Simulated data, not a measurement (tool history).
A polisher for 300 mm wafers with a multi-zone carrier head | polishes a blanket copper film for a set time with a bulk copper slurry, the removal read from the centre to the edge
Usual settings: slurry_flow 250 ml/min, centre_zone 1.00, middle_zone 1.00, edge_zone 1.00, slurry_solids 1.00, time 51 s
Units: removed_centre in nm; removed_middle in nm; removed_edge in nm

run	day	slurry_flow	centre_zone	middle_zone	edge_zone	slurry_solids	time	incoming thickness of the incoming film, nm	removed_centre	removed_middle	removed_edge
1	0.000	250	1.00	1.00	1.00	1.00	51	4303.7	379.2	383.4	381.8
2	3.688	250	1.00	1.00	1.00	1.00	51	4239.0	379.6	382.4	379.5
3	6.150	250	1.00	1.00	1.00	1.00	51	4200.9	381.1	385.0	381.1
4	9.138	250	1.00	1.00	1.00	1.00	46	4232.9	341.0	342.0	346.3
5	11.458	250	1.00	1.00	1.00	1.00	51	4285.3	384.9	392.6	380.1
# day 13.758: centre zone pressure recalibrated
# day 14.588: worn pad replaced by a new one
# day 15.129: slurry nozzle cleaned
6	15.150	250	1.00	1.00	1.00	1.00	51	4325.6	386.3	386.5	383.3
7	19.271	250	1.00	1.00	1.04	1.20	35	4264.3	275.6	278.0	281.6
# day 22.858: edge zone pressure recalibrated
8	23.708	250	1.00	1.00	1.00	1.00	37	4255.9	275.8	280.5	272.5
9	25.433	250	1.00	1.00	1.00	1.00	51	4211.8	381.1	385.1	383.1
10	29.417	250	1.00	1.00	1.00	1.00	51	4298.2	375.8	390.0	382.7
11	33.867	250	1.00	1.00	1.00	1.00	38	4251.4	285.1	285.0	283.5
# day 34.742: slurry nozzle cleaned
# day 35.046: worn pad replaced by a new one
12	37.396	250	1.00	0.93	0.92	1.00	63	4253.6	473.8	454.3	460.4
# day 38.067: carrier head's membrane replaced by a new one
13	41.633	225	1.00	1.12	1.00	1.00	61	4209.7	444.1	497.2	451.1
# day 42.300: centre zone pressure recalibrated
14	46.108	250	1.00	0.89	1.00	1.00	51	4238.9	385.2	357.6	382.0
15	48.233	250	1.00	1.09	1.06	1.00	64	4291.8	485.7	523.0	493.2
16	52.688	175	1.00	1.12	1.00	1.00	51	4322.4	352.1	399.8	366.8
# day 54.850: worn pad replaced by a new one
17	56.183	215	1.00	1.00	1.05	1.00	66	4289.0	480.8	495.6	500.6
# day 57.921: slurry nozzle cleaned
18	60.679	285	1.00	1.10	1.00	1.25	60	4329.2	485.9	532.5	488.0
19	63.312	165	1.00	0.88	1.05	0.85	51	4251.0	335.1	309.8	354.3
20	66.458	225	1.00	1.12	1.00	1.00	61	4201.4	445.5	491.2	449.4
# day 68.400: centre zone pressure recalibrated
21	69.508	250	1.00	1.00	1.00	1.00	34	4317.2	255.2	255.0	253.1

4 ways to go on from here, each from the tool as it stands after run 21. What would each give?
A	69.525	250	1.00	1.05	1.00	1.00	51	4224.6	?	?	?
B	69.525	290	0.96	1.05	1.00	1.00	51	4224.6	?	?	?
C	69.525	250	1.00	1.00	1.05	1.00	51	4224.6	?	?	?
D	69.525	250	1.00	1.00	1.00	0.90	61	4224.6	?	?	?

run	removed_centre	removed_middle	removed_edge
A	382.5	396.8	380.8
B	374.2	403.9	385.8
C	382.3	382.5	390.2
D	442.4	442.7	440.8
Without the tool's hidden state the same runs would have given:
run	removed_centre	removed_middle	removed_edge
A	382.5	396.8	380.8
B	374.2	403.9	385.8
C	382.3	382.5	390.2
D	442.4	442.7	440.8
